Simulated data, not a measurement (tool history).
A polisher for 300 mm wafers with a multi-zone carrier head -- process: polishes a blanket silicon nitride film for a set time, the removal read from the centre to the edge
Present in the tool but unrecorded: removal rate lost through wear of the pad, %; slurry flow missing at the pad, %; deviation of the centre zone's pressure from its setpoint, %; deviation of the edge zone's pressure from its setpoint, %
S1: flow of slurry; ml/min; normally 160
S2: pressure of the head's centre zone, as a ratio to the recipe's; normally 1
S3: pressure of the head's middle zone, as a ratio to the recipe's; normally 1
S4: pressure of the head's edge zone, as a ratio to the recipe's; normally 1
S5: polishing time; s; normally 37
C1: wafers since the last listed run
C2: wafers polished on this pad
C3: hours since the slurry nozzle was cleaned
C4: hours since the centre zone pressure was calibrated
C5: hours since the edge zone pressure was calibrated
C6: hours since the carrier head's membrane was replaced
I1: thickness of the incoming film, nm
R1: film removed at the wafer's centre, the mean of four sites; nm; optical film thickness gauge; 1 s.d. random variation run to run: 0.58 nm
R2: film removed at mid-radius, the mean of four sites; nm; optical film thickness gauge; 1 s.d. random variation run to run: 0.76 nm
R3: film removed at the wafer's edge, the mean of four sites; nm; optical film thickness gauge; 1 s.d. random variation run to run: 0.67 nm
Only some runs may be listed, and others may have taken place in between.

run     day   S1    S2    S3    S4  S5   C1    C2     C3     C4     C5      C6     I1    R1    R2    R3
  1       0  160     1     1     1  37    0   959  514.9  323.2  397.3   818.7  646.8  55.2  58.5  57.2
      0.296  -- worn pad replaced by a new one
  2   0.596  160     1  0.93     1  37  110    76  529.2  337.5  411.6     833  649.2  59.2  57.7  62.6
  3   0.879  160     1  0.93     1  37   72   149    536  344.3  418.4   839.8    653  59.4  59.1  61.7
  4   1.488  160     1     1     1  37  156   305  550.6  358.9    433   854.4  651.3  58.4  60.2  59.3
  5   2.192  160     1     1     1  37  180   486  567.5  375.8  449.9   871.3  645.2  58.2    58  60.1
  6   2.842  160     1     1     1  37  166   652  583.1  391.4  465.5   886.9  651.2  56.2  59.4  58.2
      3.079  -- centre zone pressure recalibrated
  7   3.583  115     1     1  0.94  37  168   821  600.9   12.1  483.3   904.7  643.9  51.5  52.9  53.1
  8   4.088  145     1     1     1  37  129   951    613   24.2  495.4   916.8  663.3  53.8  55.9  56.5
  9   4.504  160     1     1     1  37  106  1058    623   34.2  505.4   926.8  636.3  54.2  55.7  56.9
      4.808  -- worn pad replaced by a new one
 10   5.162  160     1     1     1  37  126    90  638.8     50  521.2   942.6  643.9  59.6  60.7  61.4
 11   5.817  160     1     1     1  37  167   258  654.5   65.7  536.9   958.3  650.6  60.5  59.9  59.9
      6.254  -- slurry nozzle cleaned
 12   6.442  145     1     1  0.92  37  149   408    4.5   80.7  551.9   973.3  653.7  56.8  57.8  57.5
 13   7.071  215     1  0.89  1.04  31  161   569   19.6   95.8    567   988.4  658.6  50.4  47.4  52.5
 14   7.425  160     1     1  1.09  37   90   660   28.1  104.3  575.5   996.9  651.3  56.4    58  60.9
 15   8.017  200  0.94     1     1  37  151   812   42.3  118.5  589.7  1011.1  645.9  55.5  59.5  59.8
      8.333  -- carrier head's membrane replaced by a new one
      8.892  -- worn pad replaced by a new one
      9.004  -- edge zone pressure recalibrated
 16  10.196  130  1.09  1.06     1  30  441   313   94.6  170.8   28.6    44.7    654  49.7  47.3  48.2
 17  10.725  130     1  1.11  1.08  37  135   449  107.3  183.5   41.3    57.4  650.3    56  60.5  60.9
 18  11.138  160  0.91     1  0.95  50  105   555  117.2  193.4   51.2    67.3  642.3  71.4  79.4  78.9
 19  12.575  160     1     1  0.91  37  368   924  151.7  227.9   85.7   101.8  650.9  55.7  58.6  54.9
 20  12.933  160  1.09     1     1  37   91  1016  160.3  236.5   94.3   110.4    644  60.4  57.5  57.4
     13.254  -- worn pad replaced by a new one
 21  13.612  195  1.07     1     1  37  131    91  176.6  252.8  110.6   126.7  657.9  66.2  62.3  62.6
 22    14.3  175     1  1.08     1  37  176   268  193.1  269.3  127.1   143.2  657.1  59.6    65  61.9

For each entry between runs, how does the tool's hidden state at the last listed run before it compare with that at the first listed run after it?
Run 1 -> run 2: worn pad replaced by a new one (day 0.296)
  removal rate lost through wear of the pad, %: 8.2 -> 2.06
  the result without the hidden state subtracted from the measured one, R1: -4.9 -> -1.3 nm; R2: -5.3 -> -1.2 nm; R3: -5.1 -> -1.3 nm
Run 6 -> run 7: centre zone pressure recalibrated (day 3.079)
  removal rate lost through wear of the pad, %: 6.47 -> 7.93
  the result without the hidden state subtracted from the measured one, R1: -3.8 -> -4.5 nm; R2: -4.1 -> -4.5 nm; R3: -4 -> -4.6 nm
Run 9 -> run 10: worn pad replaced by a new one (day 4.808)
  removal rate lost through wear of the pad, %: 9.74 -> 1.52
  the result without the hidden state subtracted from the measured one, R1: -5.8 -> -0.9 nm; R2: -6 -> -0.9 nm; R3: -6.1 -> -1 nm
Run 11 -> run 12: slurry nozzle cleaned (day 6.254)
  removal rate lost through wear of the pad, %: 2.81 -> 4.04
  the result without the hidden state subtracted from the measured one, R1: -1.7 -> -2.4 nm; R2: -1.7 -> -2.4 nm; R3: -1.8 -> -2.5 nm
Run 15 -> run 16: carrier head's membrane replaced by a new one (day 8.333); worn pad replaced by a new one (day 8.892); edge zone pressure recalibrated (day 9.004)
  removal rate lost through wear of the pad, %: 7.13 -> 2.65
  the result without the hidden state subtracted from the measured one, R1: -4.2 -> -1.3 nm; R2: -4.5 -> -1.3 nm; R3: -4.6 -> -1.3 nm
Run 20 -> run 21: worn pad replaced by a new one (day 13.254)
  removal rate lost through wear of the pad, %: 8.02 -> 1.97
  the result without the hidden state subtracted from the measured one, R1: -5.2 -> -1.3 nm; R2: -5 -> -1.3 nm; R3: -5 -> -1.3 nm
